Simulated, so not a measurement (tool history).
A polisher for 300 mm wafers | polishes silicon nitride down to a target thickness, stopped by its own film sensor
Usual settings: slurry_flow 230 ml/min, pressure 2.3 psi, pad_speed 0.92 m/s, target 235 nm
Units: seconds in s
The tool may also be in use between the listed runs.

| run | hour | slurry_flow | pressure | pad_speed | target | wafers since the last listed run | wafers polished on this pad | hours since the slurry nozzle was cleaned | hours since the head pressure was calibrated | incoming thickness of the incoming film, nm | seconds |
|---|---|---|---|---|---|---|---|---|---|---|---|
| 1 | 0 | 230 | 2.3 | 0.92 | 235 | 0 | 820 | 353 | 521.7 | 397.3 | 176.9 |
| 2 | 76.9 | 230 | 2.3 | 0.92 | 235 | 332 | 1152 | 429.9 | 598.6 | 392.3 | 173 |
| 3 | 115.1 | 230 | 2.3 | 0.92 | 235 | 165 | 1317 | 468.1 | 636.8 | 388.7 | 180.8 |
| 4 | 176 | 230 | 2.3 | 0.92 | 235 | 263 | 1580 | 529 | 697.7 | 384.7 | 175.2 |
|  | 236.5 | worn pad replaced by a new one |
| 5 | 237.7 | 230 | 2.3 | 0.92 | 216 | 249 | 5 | 590.7 | 759.4 | 387.7 | 189.3 |
| 6 | 310.5 | 230 | 2.3 | 0.92 | 216 | 314 | 319 | 663.5 | 832.2 | 388.9 | 188.6 |
|  | 327.4 | slurry nozzle cleaned |
| 7 | 401 | 230 | 2.3 | 0.92 | 216 | 386 | 706 | 73.6 | 922.7 | 395 | 208.2 |
|  | 438.9 | head pressure recalibrated |
| 8 | 453.6 | 230 | 2.3 | 0.92 | 235 | 218 | 924 | 126.2 | 14.7 | 383.1 | 167.3 |
| 9 | 526.1 | 230 | 2.3 | 0.92 | 235 | 313 | 1238 | 198.7 | 87.2 | 387.8 | 183.5 |
| 10 | 589.7 | 230 | 2.3 | 0.92 | 235 | 274 | 1512 | 262.3 | 150.8 | 388.3 | 180.8 |
|  | 650.9 | worn pad replaced by a new one |
| 11 | 651.4 | 230 | 2.3 | 0.92 | 235 | 249 | 1 | 324 | 212.5 | 392.7 | 165.7 |
| 12 | 751.6 | 230 | 2.3 | 0.92 | 235 | 432 | 434 | 424.2 | 312.7 | 393.3 | 177 |
| 13 | 807.7 | 230 | 2.3 | 0.92 | 235 | 242 | 677 | 480.3 | 368.8 | 390.3 | 172.9 |
| 14 | 881.4 | 230 | 2.3 | 1.02 | 235 | 318 | 995 | 554 | 442.5 | 392.6 | 163.5 |
| 15 | 984.8 | 230 | 2.3 | 0.84 | 235 | 446 | 1442 | 657.4 | 545.9 | 389.3 | 192.2 |
|  | 1065 | worn pad replaced by a new one |
| 16 | 1071.5 | 230 | 2.3 | 0.84 | 235 | 357 | 27 | 744.1 | 632.6 | 389.3 | 172.5 |
|  | 1079.1 | slurry nozzle cleaned |
| 17 | 1152.6 | 230 | 2.3 | 1.1 | 235 | 345 | 373 | 73.5 | 713.7 | 388.5 | 143.4 |
| 18 | 1196.8 | 230 | 2.3 | 0.68 | 216 | 190 | 564 | 117.7 | 757.9 | 386.9 | 229.8 |
|  | 1238.4 | head pressure recalibrated |
| 19 | 1275.2 | 230 | 2.3 | 0.92 | 197 | 330 | 894 | 196.1 | 36.8 | 392 | 213.2 |
| 20 | 1323.9 | 230 | 2.3 | 0.92 | 235 | 210 | 1105 | 244.8 | 85.5 | 386.3 | 170.2 |
| 21 | 1385.5 | 230 | 2.3 | 0.92 | 235 | 266 | 1371 | 306.4 | 147.1 | 385.8 | 174.5 |
| 22 | 1426.6 | 230 | 2.3 | 1.2 | 235 | 177 | 1548 | 347.5 | 188.2 | 386.4 | 146.6 |
| 23 | 1465.3 | 230 | 2.3 | 0.92 | 235 | 167 | 1715 | 386.2 | 226.9 | 393 | 182.7 |
| 24 | 1529.5 | 230 | 2.3 | 1.2 | 195 | 277 | 1993 | 450.4 | 291.1 | 394.1 | 201.2 |
|  | 1542.9 | worn pad replaced by a new one, of another model than before |
| 25 | 1611.4 | 230 | 2.3 | 1.24 | 235 | 336 | 295 | 532.3 | 373 | 389.2 | 150.3 |
| 26 | 1697.3 | 270 | 1.5 | 0.92 | 208 | 371 | 666 | 618.2 | 458.9 | 387.7 | 261.4 |
| 27 | 1750.5 | 230 | 2.3 | 0.92 | 235 | 229 | 896 | 671.4 | 512.1 | 385.3 | 169.6 |
|  | 1832.3 | slurry nozzle cleaned |
| 28 | 1845.4 | 255 | 2.3 | 0.66 | 235 | 405 | 1302 | 13.1 | 607 | 386.4 | 187.9 |
| 29 | 1898.8 | 230 | 2.3 | 1.2 | 235 | 230 | 1532 | 66.5 | 660.4 | 388.9 | 162.8 |
| 30 | 1977.4 | 230 | 2.3 | 0.92 | 235 | 339 | 1872 | 145.1 | 739 | 387.1 | 187.9 |
| 31 | 2023.2 | 230 | 3 | 0.92 | 235 | 197 | 2070 | 190.9 | 784.8 | 384.6 | 150.5 |
|  | 2060.9 | worn pad replaced by a new one |
| 32 | 2062.3 | 230 | 2.3 | 0.92 | 235 | 151 | 6 | 230 | 823.9 | 392.2 | 164.9 |
| 33 | 2102.2 | 285 | 2.3 | 1.12 | 235 | 172 | 178 | 269.9 | 863.8 | 399 | 160 |
|  | 2155.3 | head pressure recalibrated |
| 34 | 2170 | 205 | 2.8 | 0.64 | 213 | 284 | 462 | 337.7 | 14.7 | 391.4 | 198.3 |
| 35 | 2211.4 | 275 | 2.3 | 0.92 | 235 | 178 | 641 | 379.1 | 56.1 | 383.9 | 160.2 |
| 36 | 2269.1 | 205 | 2.3 | 1.18 | 269 | 249 | 890 | 436.8 | 113.8 | 396.1 | 132.6 |

How the hidden state differs across the entries between the runs, from the last listed run before each to the first after it:
Between runs 4 and 5: worn pad replaced by a new one (hour 236.5)
  removal rate lost through wear of the pad, %: 9.88 -> 3.05
  measured less the result without the state, seconds: +17.3 -> +5.8 s
Between runs 6 and 7: slurry nozzle cleaned (hour 327.4)
  removal rate lost through wear of the pad, %: 4.98 -> 7.37
  measured less the result without the state, seconds: +9.4 -> +15.4 s
Between runs 7 and 8: head pressure recalibrated (hour 438.9)
  removal rate lost through wear of the pad, %: 7.37 -> 8.76
  measured less the result without the state, seconds: +15.4 -> +14.7 s
Between runs 10 and 11: worn pad replaced by a new one (hour 650.9)
  removal rate lost through wear of the pad, %: 12.4 -> 1.44
  measured less the result without the state, seconds: +22.4 -> +2.4 s
Between runs 15 and 16: worn pad replaced by a new one (hour 1065)
  removal rate lost through wear of the pad, %: 10.3 -> 0.295
  measured less the result without the state, seconds: +19.7 -> +0.5 s
Between runs 16 and 17: slurry nozzle cleaned (hour 1079.1)
  removal rate lost through wear of the pad, %: 0.295 -> 2.44
  measured less the result without the state, seconds: +0.5 -> +3.5 s
Between runs 18 and 19: head pressure recalibrated (hour 1238.4)
  removal rate lost through wear of the pad, %: 3.61 -> 5.68
  measured less the result without the state, seconds: +8.3 -> +12.1 s
Between runs 24 and 25: worn pad replaced by a new one, of another model than before (hour 1542.9)
  removal rate lost through wear of the pad, %: 12.4 -> 2.79
  measured less the result without the state, seconds: +24.9 -> +4.2 s
Between runs 27 and 28: slurry nozzle cleaned (hour 1832.3)
  removal rate lost through wear of the pad, %: 6.47 -> 8.98
  measured less the result without the state, seconds: +11 -> +16.8 s
Between runs 31 and 32: worn pad replaced by a new one (hour 2060.9)
  removal rate lost through wear of the pad, %: 13.7 -> 1.22
  measured less the result without the state, seconds: +20.6 -> +2 s
Between runs 33 and 34: head pressure recalibrated (hour 2155.3)
  removal rate lost through wear of the pad, %: 2.27 -> 4.06
  measured less the result without the state, seconds: +3.6 -> +8.1 s
